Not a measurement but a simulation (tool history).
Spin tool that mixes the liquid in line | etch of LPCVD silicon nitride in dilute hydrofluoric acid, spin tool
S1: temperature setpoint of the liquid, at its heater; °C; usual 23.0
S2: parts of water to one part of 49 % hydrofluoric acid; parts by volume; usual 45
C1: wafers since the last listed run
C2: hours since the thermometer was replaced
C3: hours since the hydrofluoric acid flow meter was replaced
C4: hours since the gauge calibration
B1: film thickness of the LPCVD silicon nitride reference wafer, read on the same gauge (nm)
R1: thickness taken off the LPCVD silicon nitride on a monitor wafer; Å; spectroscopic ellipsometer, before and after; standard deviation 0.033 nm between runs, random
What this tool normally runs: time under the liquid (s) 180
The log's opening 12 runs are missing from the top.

{"day": 27.946, "done": "hydrofluoric acid flow meter replaced"}
{"run": 13, "day": 30.392, "S1": 23.0, "S2": 45, "time under the liquid (s)": 180, "C1": 542, "C2": 189.0, "C3": 58.7, "C4": 160.3, "B1": 119.979, "R1": 15.75}
{"run": 14, "day": 31.933, "S1": 19.0, "S2": 25, "time under the liquid (s)": 90, "C1": 338, "C2": 226.0, "C3": 95.7, "C4": 197.3, "B1": 120.004, "R1": 11.07}
{"run": 15, "day": 34.154, "S1": 28.0, "S2": 55, "time under the liquid (s)": 180, "C1": 487, "C2": 279.3, "C3": 149.0, "C4": 250.6, "B1": 120.013, "R1": 18.7}
{"run": 16, "day": 37.108, "S1": 20.0, "S2": 55, "time under the liquid (s)": 210, "C1": 648, "C2": 350.2, "C3": 219.9, "C4": 321.5, "B1": 120.018, "R1": 12.89}
{"run": 17, "day": 38.233, "S1": 23.0, "S2": 30, "time under the liquid (s)": 225, "C1": 246, "C2": 377.2, "C3": 246.9, "C4": 348.5, "B1": 120.014, "R1": 30.03}
{"run": 18, "day": 39.342, "S1": 23.0, "S2": 45, "time under the liquid (s)": 180, "C1": 243, "C2": 403.8, "C3": 273.5, "C4": 375.1, "B1": 120.024, "R1": 16.71}
{"run": 19, "day": 42.067, "S1": 23.0, "S2": 50, "time under the liquid (s)": 180, "C1": 597, "C2": 469.2, "C3": 338.9, "C4": 440.5, "B1": 119.97, "R1": 14.18}
{"run": 20, "day": 44.883, "S1": 19.0, "S2": 35, "time under the liquid (s)": 275, "C1": 617, "C2": 536.8, "C3": 406.5, "C4": 508.1, "B1": 119.978, "R1": 23.94}
{"run": 21, "day": 47.108, "S1": 23.0, "S2": 45, "time under the liquid (s)": 180, "C1": 488, "C2": 590.2, "C3": 459.9, "C4": 561.5, "B1": 119.975, "R1": 17.11}
{"run": 22, "day": 49.354, "S1": 21.5, "S2": 65, "time under the liquid (s)": 180, "C1": 492, "C2": 644.1, "C3": 513.8, "C4": 615.4, "B1": 120.05, "R1": 10.47}
{"run": 23, "day": 54.729, "S1": 19.0, "S2": 45, "time under the liquid (s)": 180, "C1": 1179, "C2": 773.1, "C3": 642.8, "C4": 744.4, "B1": 119.983, "R1": 12.22}
{"run": 24, "day": 57.529, "S1": 25.0, "S2": 30, "time under the liquid (s)": 140, "C1": 614, "C2": 840.3, "C3": 710.0, "C4": 811.6, "B1": 120.041, "R1": 22.05}
{"run": 25, "day": 59.8, "S1": 23.0, "S2": 45, "time under the liquid (s)": 180, "C1": 498, "C2": 894.8, "C3": 764.5, "C4": 866.1, "B1": 119.96, "R1": 17.2}
{"run": 26, "day": 62.725, "S1": 23.0, "S2": 45, "time under the liquid (s)": 260, "C1": 641, "C2": 965.0, "C3": 834.7, "C4": 936.3, "B1": 120.008, "R1": 23.94}
{"run": 27, "day": 65.404, "S1": 23.0, "S2": 45, "time under the liquid (s)": 180, "C1": 587, "C2": 1029.3, "C3": 899.0, "C4": 1000.6, "B1": 120.012, "R1": 16.53}
{"run": 28, "day": 67.338, "S1": 26.5, "S2": 35, "time under the liquid (s)": 145, "C1": 424, "C2": 1075.7, "C3": 945.4, "C4": 1047.0, "B1": 120.003, "R1": 21.04}
{"run": 29, "day": 68.792, "S1": 23.0, "S2": 55, "time under the liquid (s)": 125, "C1": 319, "C2": 1110.6, "C3": 980.3, "C4": 1081.9, "B1": 119.973, "R1": 9.29}
{"run": 30, "day": 69.833, "S1": 19.0, "S2": 55, "time under the liquid (s)": 225, "C1": 228, "C2": 1135.6, "C3": 1005.3, "C4": 1106.9, "B1": 119.996, "R1": 13.22}
{"run": 31, "day": 72.083, "S1": 23.0, "S2": 45, "time under the liquid (s)": 180, "C1": 493, "C2": 1189.6, "C3": 1059.3, "C4": 1160.9, "B1": 120.017, "R1": 17.08}
{"run": 32, "day": 74.846, "S1": 23.0, "S2": 30, "time under the liquid (s)": 180, "C1": 606, "C2": 1255.9, "C3": 1125.6, "C4": 1227.2, "B1": 119.995, "R1": 25.01}
{"run": 33, "day": 83.733, "S1": 23.0, "S2": 25, "time under the liquid (s)": 180, "C1": 1949, "C2": 1469.2, "C3": 1338.9, "C4": 1440.5, "B1": 120.002, "R1": 29.34}

Predict each of these 3 candidate next runs independently; none follows another, all start after run 33:
{"run": "A", "day": 83.754, "S1": 23.0, "S2": 45, "time under the liquid (s)": 180, "C1": 4, "C2": 1469.7, "C3": 1339.4, "C4": 1441.0, "B1": "?", "R1": "?"}
{"run": "B", "day": 83.754, "S1": 20.5, "S2": 55, "time under the liquid (s)": 75, "C1": 4, "C2": 1469.7, "C3": 1339.4, "C4": 1441.0, "B1": "?", "R1": "?"}
{"run": "C", "day": 83.754, "S1": 23.0, "S2": 45, "time under the liquid (s)": 275, "C1": 4, "C2": 1469.7, "C3": 1339.4, "C4": 1441.0, "B1": "?", "R1": "?"}

run=A B1=119.987 R1=16.93
run=B B1=119.987 R1=4.89
run=C B1=119.987 R1=25.87
Had the tool no hidden state, the same runs would have come out as:
run=A R1=16.93
run=B R1=4.89
run=C R1=25.87

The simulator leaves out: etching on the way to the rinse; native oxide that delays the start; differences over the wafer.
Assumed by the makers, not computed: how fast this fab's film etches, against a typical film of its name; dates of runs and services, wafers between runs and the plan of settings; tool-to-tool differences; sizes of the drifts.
